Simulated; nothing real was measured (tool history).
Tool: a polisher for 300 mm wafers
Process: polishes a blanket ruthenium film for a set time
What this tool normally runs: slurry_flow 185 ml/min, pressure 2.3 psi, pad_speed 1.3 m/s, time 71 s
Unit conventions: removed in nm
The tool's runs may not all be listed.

run   hour  slurry_flow  pressure  pad_speed  time  wafers since the last listed run  wafers polished on this pad  hours since the slurry nozzle was cleaned  hours since the head pressure was calibrated  incoming thickness of the incoming film, nm  removed
  1      0          185         2        1.3    65                                 0                          950                                       76.3                                        1248.3                                        386.3     77.3
      19.6  -- worn pad replaced by a new one
  2   22.5          185         2        1.3    65                               208                           32                                       98.8                                        1270.8                                        392.6     82.8
  3    113          185         2        1.3    65                              1017                         1050                                      189.3                                        1361.3                                        383.8     74.7
  4  128.6          185       2.6        1.3    71                               175                         1225                                      204.9                                        1376.9                                        390.8    103.5
     137.6  -- worn pad replaced by a new one
  5  158.6          185       2.6        1.3    71                               292                          235                                      234.9                                        1406.9                                          391    113.7
  6  184.8          185       2.3        1.3    71                               294                          530                                      261.1                                        1433.1                                        389.3      102
     187.1  -- head pressure recalibrated
  7  207.3          185       2.3        1.3    71                               230                          760                                      283.6                                          20.2                                        394.4       99
  8  221.6          185       2.3        1.3    71                               160                          921                                      297.9                                          34.5                                        387.3     95.1
     236.3  -- slurry nozzle cleaned
     238.3  -- worn pad replaced by a new one
  9  238.8          170       2.3        1.3    71                               158                            5                                        2.5                                          51.7                                          390    104.3
 10  253.6          170       2.3        1.3    71                               166                          171                                       17.3                                          66.5                                        390.7    103.8
 11  270.4          185       2.3        1.3    71                               188                          360                                       34.1                                          83.3                                        387.7      101
 12    297          185       2.9        1.3    71                               299                          659                                       60.7                                         109.9                                          390      127
     354.5  -- worn pad replaced by a new one
 13  368.9          185       2.3        1.3    71                               763                          161                                      132.6                                         181.8                                        388.3    101.9
 14  389.1          185       2.3        1.3    71                               227                          389                                      152.8                                           202                                        387.2     98.7
 15    416          150       1.8       1.44    47                               302                          691                                      179.7                                         228.9                                        393.7     53.1
 16  448.3          215       2.8       1.76    59                               363                         1054                                        212                                         261.2                                        386.8    118.5
     464.4  -- worn pad replaced by a new one
 17  464.9          185       2.3        1.3    95                               141                            5                                      228.6                                         277.8                                        393.6    138.5
 18  491.9          155       2.7       1.48    90                               303                          309                                      255.6                                         304.8                                        384.5    164.7
 19  523.5          185       2.3       1.18    71                               355                          664                                      287.2                                         336.4                                        388.9       92
     525.1  -- slurry nozzle cleaned
 20  547.4          240       2.7        1.3    71                               257                          922                                       22.3                                         360.3                                        394.4    115.2
     568.8  -- worn pad replaced by a new one
 21  577.8          185       3.1       1.42    71                               296                          101                                       52.7                                         390.7                                        391.9    145.5

Branching from run 21: 4 alternative next runs. What would each branch give?
  A  578.2          185       2.3        1.3    71                                 4                          105                                       53.1                                         391.1                                        382.9        ?
  B  578.2          185         3        1.3    71                                 4                          105                                       53.1                                         391.1                                        382.9        ?
  C  578.2          185       2.3        1.3    49                                 4                          105                                       53.1                                         391.1                                        382.9        ?
  D  578.2          185       2.3        1.3    87                                 4                          105                                       53.1                                         391.1                                        382.9        ?

run  removed
  A     99.3
  B    129.6
  C     68.6
  D    121.7
Stripped of hidden state, with their random variation kept, the same runs would have yielded:
run  removed
  A      102
  B      133
  C     70.4
  D      125
